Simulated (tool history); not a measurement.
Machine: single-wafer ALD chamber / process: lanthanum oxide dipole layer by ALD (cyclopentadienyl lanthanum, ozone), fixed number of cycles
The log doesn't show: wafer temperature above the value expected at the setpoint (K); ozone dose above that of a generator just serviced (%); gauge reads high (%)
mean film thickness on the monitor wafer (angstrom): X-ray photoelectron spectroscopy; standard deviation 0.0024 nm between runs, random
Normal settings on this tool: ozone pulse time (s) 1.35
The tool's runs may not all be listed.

run,hour,ozone pulse time (s),wafers since the last listed run,hours since the last thermocouple change,hours since the last ozone generator service,hours since the showerhead was replaced,hours since the gauge calibration,"read-back reference wafer on the same gauge, thickness_nm",mean film thickness on the monitor wafer (angstrom)
1,0,1.76,0,1188.6,1022,2238.1,571.7,0.599,5.32
# hour 38.7: gauge calibrated
2,39,1.76,746,1227.6,1061,2277.1,0.3,0.599,5.34
3,99.5,1.49,1158,1288.1,1121.5,2337.6,60.8,0.598,5.2
4,144.6,1.1,863,1333.2,1166.6,2382.7,105.9,0.599,4.9
5,231.4,1.35,1662,1420,1253.4,2469.5,192.7,0.598,5.06
6,274.8,1.11,831,1463.4,1296.8,2512.9,236.1,0.598,4.89
7,316.1,1.11,791,1504.7,1338.1,2554.2,277.4,0.598,4.82
8,362.8,1.49,894,1551.4,1384.8,2600.9,324.1,0.598,5.14
# hour 401.3: showerhead replaced, of another model than before
9,446,1.18,1440,1634.6,1468,44.7,407.3,0.598,4.66
10,510.9,0.82,1243,1699.5,1532.9,109.6,472.2,0.598,3.93
11,616.1,1.14,2014,1804.7,1638.1,214.8,577.4,0.598,4.5

What does the tool deliver on the next run?
# hour 645.1: ozone generator serviced
# hour 661.7: gauge calibrated
# hour 678.7: thermocouple changed; heater temperature recalibrated
12,689.1,1.35,1091,10.4,44,287.8,27.4,?,?

read-back reference wafer on the same gauge, thickness_nm: 0.597
mean film thickness on the monitor wafer (angstrom): 5.19
If the tool had no hidden condition, the same run with the same run-to-run variation would have returned mean film thickness on the monitor wafer (angstrom) 5.22.

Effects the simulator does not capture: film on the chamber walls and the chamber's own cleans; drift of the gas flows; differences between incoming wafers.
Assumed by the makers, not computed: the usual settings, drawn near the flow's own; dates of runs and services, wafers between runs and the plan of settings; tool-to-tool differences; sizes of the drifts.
